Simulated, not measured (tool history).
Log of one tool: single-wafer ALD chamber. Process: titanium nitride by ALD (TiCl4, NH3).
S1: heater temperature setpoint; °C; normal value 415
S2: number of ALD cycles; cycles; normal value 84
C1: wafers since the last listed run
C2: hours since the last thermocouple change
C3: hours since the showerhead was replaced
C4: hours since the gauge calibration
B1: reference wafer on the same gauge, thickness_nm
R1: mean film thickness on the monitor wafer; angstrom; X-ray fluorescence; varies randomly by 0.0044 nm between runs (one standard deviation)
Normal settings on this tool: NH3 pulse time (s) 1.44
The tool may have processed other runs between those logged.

run 1 day=0.000 | S1=415 S2=84 NH3_pulse_time_(s)=1.44 | C1=0 C2=1390.8 C3=5695.8 C4=415.9 | B1=1.589 | R1=17.45
run 2 day=2.888 | S1=415 S2=84 NH3_pulse_time_(s)=1.44 | C1=251 C2=1460.1 C3=5765.1 C4=485.2 | B1=1.591 | R1=17.44
run 3 day=5.746 | S1=415 S2=73 NH3_pulse_time_(s)=1.44 | C1=249 C2=1528.7 C3=5833.7 C4=553.8 | B1=1.591 | R1=15.18
run 4 day=7.162 | S1=415 S2=73 NH3_pulse_time_(s)=1.44 | C1=123 C2=1562.7 C3=5867.7 C4=587.8 | B1=1.591 | R1=15.07
run 5 day=9.279 | S1=415 S2=73 NH3_pulse_time_(s)=1.44 | C1=184 C2=1613.5 C3=5918.5 C4=638.6 | B1=1.592 | R1=15.11
run 6 day=11.712 | S1=415 S2=84 NH3_pulse_time_(s)=1.44 | C1=212 C2=1671.9 C3=5976.9 C4=697.0 | B1=1.589 | R1=17.45
run 7 day=12.800 | S1=407 S2=84 NH3_pulse_time_(s)=1.44 | C1=94 C2=1698.0 C3=6003.0 C4=723.1 | B1=1.591 | R1=17.38
run 8 day=14.792 | S1=419 S2=84 NH3_pulse_time_(s)=1.44 | C1=173 C2=1745.8 C3=6050.8 C4=770.9 | B1=1.590 | R1=17.53
run 9 day=17.212 | S1=419 S2=84 NH3_pulse_time_(s)=1.44 | C1=210 C2=1803.9 C3=6108.9 C4=829.0 | B1=1.592 | R1=17.43
run 10 day=24.712 | S1=415 S2=88 NH3_pulse_time_(s)=1.44 | C1=653 C2=1983.9 C3=6288.9 C4=1009.0 | B1=1.590 | R1=18.29
-- day=26.275 thermocouple changed; heater temperature recalibrated
run 11 day=26.317 | S1=415 S2=68 NH3_pulse_time_(s)=1.44 | C1=110 C2=1.0 C3=6327.4 C4=1047.5 | B1=1.588 | R1=14.16
run 12 day=28.008 | S1=415 S2=84 NH3_pulse_time_(s)=1.44 | C1=147 C2=41.6 C3=6368.0 C4=1088.1 | B1=1.592 | R1=17.41
-- day=29.608 showerhead replaced
run 13 day=31.008 | S1=420 S2=75 NH3_pulse_time_(s)=1.67 | C1=232 C2=113.6 C3=33.6 C4=1160.1 | B1=1.590 | R1=15.73
run 14 day=33.217 | S1=402 S2=92 NH3_pulse_time_(s)=1.44 | C1=192 C2=166.6 C3=86.6 C4=1213.1 | B1=1.590 | R1=18.96
-- day=33.638 gauge calibrated
run 15 day=35.871 | S1=415 S2=67 NH3_pulse_time_(s)=1.10 | C1=231 C2=230.3 C3=150.3 C4=53.6 | B1=1.591 | R1=13.72
run 16 day=37.588 | S1=428 S2=84 NH3_pulse_time_(s)=1.09 | C1=149 C2=271.5 C3=191.5 C4=94.8 | B1=1.592 | R1=17.38
run 17 day=38.608 | S1=420 S2=90 NH3_pulse_time_(s)=1.88 | C1=88 C2=296.0 C3=216.0 C4=119.3 | B1=1.589 | R1=19.01
run 18 day=40.908 | S1=427 S2=89 NH3_pulse_time_(s)=1.27 | C1=200 C2=351.2 C3=271.2 C4=174.5 | B1=1.588 | R1=18.48
run 19 day=42.721 | S1=415 S2=84 NH3_pulse_time_(s)=1.44 | C1=157 C2=394.7 C3=314.7 C4=218.0 | B1=1.590 | R1=17.41
run 20 day=44.738 | S1=415 S2=84 NH3_pulse_time_(s)=0.92 | C1=175 C2=443.1 C3=363.1 C4=266.4 | B1=1.589 | R1=17.01
run 21 day=47.558 | S1=415 S2=89 NH3_pulse_time_(s)=1.44 | C1=245 C2=510.8 C3=430.8 C4=334.1 | B1=1.589 | R1=18.48

Here are 3 independent what-if runs from the current tool condition. What would each one return?
run A day=47.583 | S1=415 S2=84 NH3_pulse_time_(s)=1.44 | C1=2 C2=511.4 C3=431.4 C4=334.7 | B1=? | R1=?
run B day=47.583 | S1=403 S2=89 NH3_pulse_time_(s)=1.44 | C1=2 C2=511.4 C3=431.4 C4=334.7 | B1=? | R1=?
run C day=47.583 | S1=425 S2=84 NH3_pulse_time_(s)=0.99 | C1=2 C2=511.4 C3=431.4 C4=334.7 | B1=? | R1=?

run=A B1=1.591 R1=17.44
run=B B1=1.591 R1=18.34
run=C B1=1.591 R1=17.27
Without the tool's hidden state the same runs would have given:
run=A R1=17.44
run=B R1=18.34
run=C R1=17.27

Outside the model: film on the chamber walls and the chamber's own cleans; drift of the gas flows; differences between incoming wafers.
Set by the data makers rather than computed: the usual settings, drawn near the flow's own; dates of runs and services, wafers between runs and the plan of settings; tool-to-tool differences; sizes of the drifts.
